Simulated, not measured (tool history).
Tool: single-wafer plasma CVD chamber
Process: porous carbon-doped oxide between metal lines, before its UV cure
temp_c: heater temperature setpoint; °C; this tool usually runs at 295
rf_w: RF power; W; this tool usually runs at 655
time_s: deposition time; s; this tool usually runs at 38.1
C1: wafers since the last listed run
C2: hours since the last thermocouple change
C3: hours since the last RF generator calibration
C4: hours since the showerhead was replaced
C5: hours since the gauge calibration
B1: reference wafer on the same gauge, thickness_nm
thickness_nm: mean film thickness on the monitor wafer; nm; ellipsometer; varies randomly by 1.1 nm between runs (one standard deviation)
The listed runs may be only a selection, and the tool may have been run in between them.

run 1 hour=0 | temp_c=295 rf_w=655 time_s=38.1 | C1=0 C2=1512.8 C3=1007.5 C4=6947.4 C5=212.4 | B1=280.172 | thickness_nm=259.247
run 2 hour=31.2 | temp_c=295 rf_w=655 time_s=38.1 | C1=661 C2=1544 C3=1038.7 C4=6978.6 C5=243.6 | B1=280.129 | thickness_nm=259.228
run 3 hour=98.5 | temp_c=295 rf_w=655 time_s=38.1 | C1=1426 C2=1611.3 C3=1106 C4=7045.9 C5=310.9 | B1=279.775 | thickness_nm=258.228
run 4 hour=132.1 | temp_c=295 rf_w=655 time_s=38.1 | C1=712 C2=1644.9 C3=1139.6 C4=7079.5 C5=344.5 | B1=279.918 | thickness_nm=258.968
run 5 hour=189 | temp_c=295 rf_w=655 time_s=38.1 | C1=1206 C2=1701.8 C3=1196.5 C4=7136.4 C5=401.4 | B1=279.666 | thickness_nm=259.471
run 6 hour=218.7 | temp_c=295 rf_w=655 time_s=38.1 | C1=629 C2=1731.5 C3=1226.2 C4=7166.1 C5=431.1 | B1=280.192 | thickness_nm=259.015
run 7 hour=257.1 | temp_c=295 rf_w=655 time_s=38.1 | C1=813 C2=1769.9 C3=1264.6 C4=7204.5 C5=469.5 | B1=279.564 | thickness_nm=261.198
run 8 hour=289.8 | temp_c=295 rf_w=655 time_s=38.1 | C1=693 C2=1802.6 C3=1297.3 C4=7237.2 C5=502.2 | B1=279.986 | thickness_nm=259.977
run 9 hour=316.3 | temp_c=295 rf_w=655 time_s=38.1 | C1=561 C2=1829.1 C3=1323.8 C4=7263.7 C5=528.7 | B1=280.395 | thickness_nm=260.939
run 10 hour=343.1 | temp_c=295 rf_w=655 time_s=38.1 | C1=568 C2=1855.9 C3=1350.6 C4=7290.5 C5=555.5 | B1=279.51 | thickness_nm=258.937
run 11 hour=367.3 | temp_c=295 rf_w=655 time_s=38.1 | C1=512 C2=1880.1 C3=1374.8 C4=7314.7 C5=579.7 | B1=279.281 | thickness_nm=260.301
run 12 hour=426.8 | temp_c=295 rf_w=655 time_s=38.1 | C1=1261 C2=1939.6 C3=1434.3 C4=7374.2 C5=639.2 | B1=280.077 | thickness_nm=259.64
-- hour=448.2 thermocouple changed; heater temperature recalibrated
run 13 hour=492.4 | temp_c=295 rf_w=655 time_s=38.1 | C1=1220 C2=44.2 C3=1499.9 C4=7439.8 C5=704.8 | B1=280.199 | thickness_nm=248.264
run 14 hour=520.9 | temp_c=295 rf_w=655 time_s=38.1 | C1=604 C2=72.7 C3=1528.4 C4=7468.3 C5=733.3 | B1=280.077 | thickness_nm=246.284
run 15 hour=578.5 | temp_c=287 rf_w=655 time_s=31.1 | C1=1220 C2=130.3 C3=1586 C4=7525.9 C5=790.9 | B1=280.133 | thickness_nm=213.284
run 16 hour=619.7 | temp_c=295 rf_w=655 time_s=38.1 | C1=873 C2=171.5 C3=1627.2 C4=7567.1 C5=832.1 | B1=279.934 | thickness_nm=245.418
-- hour=637.4 showerhead replaced
-- hour=640.3 gauge calibrated
run 17 hour=661.7 | temp_c=280 rf_w=600 time_s=38.1 | C1=720 C2=213.5 C3=1669.2 C4=24.3 C5=21.4 | B1=279.379 | thickness_nm=252.692
run 18 hour=716.9 | temp_c=295 rf_w=655 time_s=34.9 | C1=1169 C2=268.7 C3=1724.4 C4=79.5 C5=76.6 | B1=279.7 | thickness_nm=224.001
run 19 hour=777 | temp_c=305 rf_w=655 time_s=38.1 | C1=1273 C2=328.8 C3=1784.5 C4=139.6 C5=136.7 | B1=279.848 | thickness_nm=228.463
run 20 hour=831.4 | temp_c=295 rf_w=690 time_s=32.6 | C1=1153 C2=383.2 C3=1838.9 C4=194 C5=191.1 | B1=279.996 | thickness_nm=216.696
run 21 hour=855.9 | temp_c=295 rf_w=750 time_s=38.1 | C1=519 C2=407.7 C3=1863.4 C4=218.5 C5=215.6 | B1=279.65 | thickness_nm=268.034
run 22 hour=922.9 | temp_c=306 rf_w=555 time_s=33.8 | C1=1420 C2=474.7 C3=1930.4 C4=285.5 C5=282.6 | B1=279.64 | thickness_nm=174.087
-- hour=935.3 RF generator calibrated
run 23 hour=947.5 | temp_c=295 rf_w=655 time_s=38.1 | C1=351 C2=499.3 C3=12.2 C4=310.1 C5=307.2 | B1=280.011 | thickness_nm=260.765
run 24 hour=1008.9 | temp_c=305 rf_w=655 time_s=38.1 | C1=1301 C2=560.7 C3=73.6 C4=371.5 C5=368.6 | B1=279.828 | thickness_nm=243.809
run 25 hour=1065.4 | temp_c=283 rf_w=780 time_s=45.4 | C1=1197 C2=617.2 C3=130.1 C4=428 C5=425.1 | B1=279.917 | thickness_nm=381.531
run 26 hour=1200.9 | temp_c=295 rf_w=655 time_s=41.7 | C1=2871 C2=752.7 C3=265.6 C4=563.5 C5=560.6 | B1=280.139 | thickness_nm=283.932
run 27 hour=1249.5 | temp_c=295 rf_w=655 time_s=38.1 | C1=1030 C2=801.3 C3=314.2 C4=612.1 C5=609.2 | B1=280.556 | thickness_nm=261.657
run 28 hour=1313.4 | temp_c=286 rf_w=720 time_s=43.4 | C1=1354 C2=865.2 C3=378.1 C4=676 C5=673.1 | B1=280.35 | thickness_nm=337.982

What if the next run were any one of these 3? Each begins from the tool's condition after run 28:
run A hour=1313.8 | temp_c=295 rf_w=765 time_s=38.1 | C1=8 C2=865.6 C3=378.5 C4=676.4 C5=673.5 | B1=? | thickness_nm=?
run B hour=1313.8 | temp_c=303 rf_w=710 time_s=40.4 | C1=8 C2=865.6 C3=378.5 C4=676.4 C5=673.5 | B1=? | thickness_nm=?
run C hour=1313.8 | temp_c=295 rf_w=695 time_s=38.1 | C1=8 C2=865.6 C3=378.5 C4=676.4 C5=673.5 | B1=? | thickness_nm=?

run=A B1=279.839 thickness_nm=292.019
run=B B1=279.839 thickness_nm=277.383
run=C B1=279.839 thickness_nm=271.528
Stripped of hidden state, with their random variation kept, the same runs would have yielded:
run=A thickness_nm=292.52
run=B thickness_nm=277.875
run=C thickness_nm=271.995

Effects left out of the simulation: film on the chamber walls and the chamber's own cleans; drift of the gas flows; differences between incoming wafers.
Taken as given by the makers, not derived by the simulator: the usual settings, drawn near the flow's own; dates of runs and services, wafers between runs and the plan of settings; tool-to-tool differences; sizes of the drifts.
